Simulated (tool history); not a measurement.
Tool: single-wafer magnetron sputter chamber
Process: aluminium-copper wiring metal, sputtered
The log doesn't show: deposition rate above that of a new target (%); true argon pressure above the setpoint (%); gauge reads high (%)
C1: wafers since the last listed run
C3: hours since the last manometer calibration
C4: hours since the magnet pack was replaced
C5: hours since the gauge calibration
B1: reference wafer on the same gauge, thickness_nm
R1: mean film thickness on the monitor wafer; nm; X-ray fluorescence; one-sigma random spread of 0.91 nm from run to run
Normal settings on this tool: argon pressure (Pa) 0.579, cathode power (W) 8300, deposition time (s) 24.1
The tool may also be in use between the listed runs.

run 1 hour=0 | argon_pressure_(Pa)=0.579 cathode_power_(W)=8300 deposition_time_(s)=26.8 | C1=0 wafers_on_the_sputter_target=7326 C3=2247 C4=6358.5 C5=374.1 | B1=286.06 | R1=343.856
-- hour=18.5 sputter target and shields replaced
run 2 hour=52.5 | argon_pressure_(Pa)=0.579 cathode_power_(W)=8300 deposition_time_(s)=26.8 | C1=1268 wafers_on_the_sputter_target=968 C3=2299.5 C4=6411 C5=426.6 | B1=285.773 | R1=343.78
run 3 hour=91 | argon_pressure_(Pa)=0.579 cathode_power_(W)=8300 deposition_time_(s)=24.1 | C1=1097 wafers_on_the_sputter_target=2065 C3=2338 C4=6449.5 C5=465.1 | B1=285.883 | R1=309.497
run 4 hour=118.1 | argon_pressure_(Pa)=0.641 cathode_power_(W)=8300 deposition_time_(s)=24.1 | C1=772 wafers_on_the_sputter_target=2837 C3=2365.1 C4=6476.6 C5=492.2 | B1=285.795 | R1=301.074
run 5 hour=166.2 | argon_pressure_(Pa)=0.641 cathode_power_(W)=8300 deposition_time_(s)=24.1 | C1=1370 wafers_on_the_sputter_target=4208 C3=2413.2 C4=6524.7 C5=540.3 | B1=286.067 | R1=299.954
run 6 hour=191.4 | argon_pressure_(Pa)=0.468 cathode_power_(W)=8300 deposition_time_(s)=24.1 | C1=718 wafers_on_the_sputter_target=4926 C3=2438.4 C4=6549.9 C5=565.5 | B1=285.688 | R1=331.625
run 7 hour=244.7 | argon_pressure_(Pa)=0.468 cathode_power_(W)=8300 deposition_time_(s)=24.1 | C1=1518 wafers_on_the_sputter_target=6445 C3=2491.7 C4=6603.2 C5=618.8 | B1=286.045 | R1=329.799
-- hour=279.3 sputter target and shields replaced
run 8 hour=310.3 | argon_pressure_(Pa)=0.468 cathode_power_(W)=8300 deposition_time_(s)=24.1 | C1=1641 wafers_on_the_sputter_target=884 C3=2557.3 C4=6668.8 C5=684.4 | B1=285.674 | R1=328.395
run 9 hour=351.7 | argon_pressure_(Pa)=0.498 cathode_power_(W)=8300 deposition_time_(s)=24.1 | C1=1179 wafers_on_the_sputter_target=2064 C3=2598.7 C4=6710.2 C5=725.8 | B1=285.992 | R1=322.186
run 10 hour=403.6 | argon_pressure_(Pa)=0.498 cathode_power_(W)=8300 deposition_time_(s)=24.1 | C1=1478 wafers_on_the_sputter_target=3543 C3=2650.6 C4=6762.1 C5=777.7 | B1=286.015 | R1=323.499
run 11 hour=441.3 | argon_pressure_(Pa)=0.579 cathode_power_(W)=8300 deposition_time_(s)=25.2 | C1=1074 wafers_on_the_sputter_target=4617 C3=2688.3 C4=6799.8 C5=815.4 | B1=285.849 | R1=324.671
-- hour=483.4 magnet pack replaced
run 12 hour=508.1 | argon_pressure_(Pa)=0.579 cathode_power_(W)=8300 deposition_time_(s)=25.2 | C1=1675 wafers_on_the_sputter_target=6293 C3=2755.1 C4=24.7 C5=882.2 | B1=286.413 | R1=323.953
-- hour=527.8 sputter target and shields replaced
-- hour=554.9 gauge calibrated
run 13 hour=556 | argon_pressure_(Pa)=0.579 cathode_power_(W)=8300 deposition_time_(s)=24.1 | C1=1136 wafers_on_the_sputter_target=802 C3=2803 C4=72.6 C5=1.1 | B1=285.794 | R1=310.413
-- hour=580.8 capacitance manometer re-zeroed and calibrated
run 14 hour=603.9 | argon_pressure_(Pa)=0.579 cathode_power_(W)=8300 deposition_time_(s)=24.1 | C1=1136 wafers_on_the_sputter_target=1939 C3=23.1 C4=120.5 C5=49 | B1=285.954 | R1=311.568
run 15 hour=653.2 | argon_pressure_(Pa)=0.641 cathode_power_(W)=8300 deposition_time_(s)=24.1 | C1=1404 wafers_on_the_sputter_target=3344 C3=72.4 C4=169.8 C5=98.3 | B1=286.399 | R1=299.722
run 16 hour=717.1 | argon_pressure_(Pa)=0.67 cathode_power_(W)=9200 deposition_time_(s)=22 | C1=1820 wafers_on_the_sputter_target=5165 C3=136.3 C4=233.7 C5=162.2 | B1=285.739 | R1=298.54
-- hour=753 sputter target and shields replaced
run 17 hour=774.2 | argon_pressure_(Pa)=0.498 cathode_power_(W)=8300 deposition_time_(s)=24.1 | C1=1399 wafers_on_the_sputter_target=604 C3=193.4 C4=290.8 C5=219.3 | B1=286.272 | R1=323.458
run 18 hour=811.2 | argon_pressure_(Pa)=0.747 cathode_power_(W)=7000 deposition_time_(s)=24.1 | C1=1054 wafers_on_the_sputter_target=1658 C3=230.4 C4=327.8 C5=256.3 | B1=285.662 | R1=241.027
run 19 hour=861.4 | argon_pressure_(Pa)=0.503 cathode_power_(W)=7400 deposition_time_(s)=22.6 | C1=1430 wafers_on_the_sputter_target=3089 C3=280.6 C4=378 C5=306.5 | B1=286.108 | R1=269.282
run 20 hour=896.6 | argon_pressure_(Pa)=0.473 cathode_power_(W)=8300 deposition_time_(s)=25.6 | C1=1003 wafers_on_the_sputter_target=4092 C3=315.8 C4=413.2 C5=341.7 | B1=285.908 | R1=349.4
run 21 hour=996.7 | argon_pressure_(Pa)=0.579 cathode_power_(W)=8300 deposition_time_(s)=24.1 | C1=2852 wafers_on_the_sputter_target=6944 C3=415.9 C4=513.3 C5=441.8 | B1=285.945 | R1=309.508
-- hour=1016.1 sputter target and shields replaced
run 22 hour=1049 | argon_pressure_(Pa)=0.384 cathode_power_(W)=9000 deposition_time_(s)=27.6 | C1=1262 wafers_on_the_sputter_target=937 C3=468.2 C4=565.6 C5=494.1 | B1=286.178 | R1=428.495
run 23 hour=1113.4 | argon_pressure_(Pa)=0.579 cathode_power_(W)=8300 deposition_time_(s)=24.1 | C1=1835 wafers_on_the_sputter_target=2772 C3=532.6 C4=630 C5=558.5 | B1=285.942 | R1=310.102
run 24 hour=1172.4 | argon_pressure_(Pa)=0.489 cathode_power_(W)=6300 deposition_time_(s)=24.1 | C1=1681 wafers_on_the_sputter_target=4454 C3=591.6 C4=689 C5=617.5 | B1=286.158 | R1=247.635
run 25 hour=1226.1 | argon_pressure_(Pa)=0.579 cathode_power_(W)=8300 deposition_time_(s)=26.8 | C1=1530 wafers_on_the_sputter_target=5984 C3=645.3 C4=742.7 C5=671.2 | B1=286.044 | R1=344.936
-- hour=1240.1 sputter target and shields replaced
run 26 hour=1271.1 | argon_pressure_(Pa)=0.579 cathode_power_(W)=6950 deposition_time_(s)=27 | C1=1054 wafers_on_the_sputter_target=882 C3=690.3 C4=787.7 C5=716.2 | B1=285.854 | R1=292.094
run 27 hour=1302.3 | argon_pressure_(Pa)=0.685 cathode_power_(W)=7100 deposition_time_(s)=19.5 | C1=889 wafers_on_the_sputter_target=1771 C3=721.5 C4=818.9 C5=747.4 | B1=286.299 | R1=204.151

Here are 5 independent what-if runs from the current tool condition. What would each one return?
run A hour=1302.7 | argon_pressure_(Pa)=0.579 cathode_power_(W)=8300 deposition_time_(s)=24.1 | C1=11 wafers_on_the_sputter_target=1783 C3=721.9 C4=819.3 C5=747.8 | B1=? | R1=?
run B hour=1302.7 | argon_pressure_(Pa)=0.579 cathode_power_(W)=10250 deposition_time_(s)=24.1 | C1=11 wafers_on_the_sputter_target=1783 C3=721.9 C4=819.3 C5=747.8 | B1=? | R1=?
run C hour=1302.7 | argon_pressure_(Pa)=0.579 cathode_power_(W)=9400 deposition_time_(s)=24.1 | C1=11 wafers_on_the_sputter_target=1783 C3=721.9 C4=819.3 C5=747.8 | B1=? | R1=?
run D hour=1302.7 | argon_pressure_(Pa)=0.639 cathode_power_(W)=9800 deposition_time_(s)=27.7 | C1=11 wafers_on_the_sputter_target=1783 C3=721.9 C4=819.3 C5=747.8 | B1=? | R1=?
run E hour=1302.7 | argon_pressure_(Pa)=0.48 cathode_power_(W)=6900 deposition_time_(s)=26.2 | C1=11 wafers_on_the_sputter_target=1783 C3=721.9 C4=819.3 C5=747.8 | B1=? | R1=?

run=A B1=285.955 R1=310.308
run=B B1=285.955 R1=381.826
run=C B1=285.955 R1=350.651
run=D B1=285.955 R1=407.039
run=E B1=285.955 R1=296.605
With no hidden state in the tool, these same runs would have given:
run=A R1=310.308
run=B R1=381.826
run=C R1=350.651
run=D R1=407.039
run=E R1=296.605
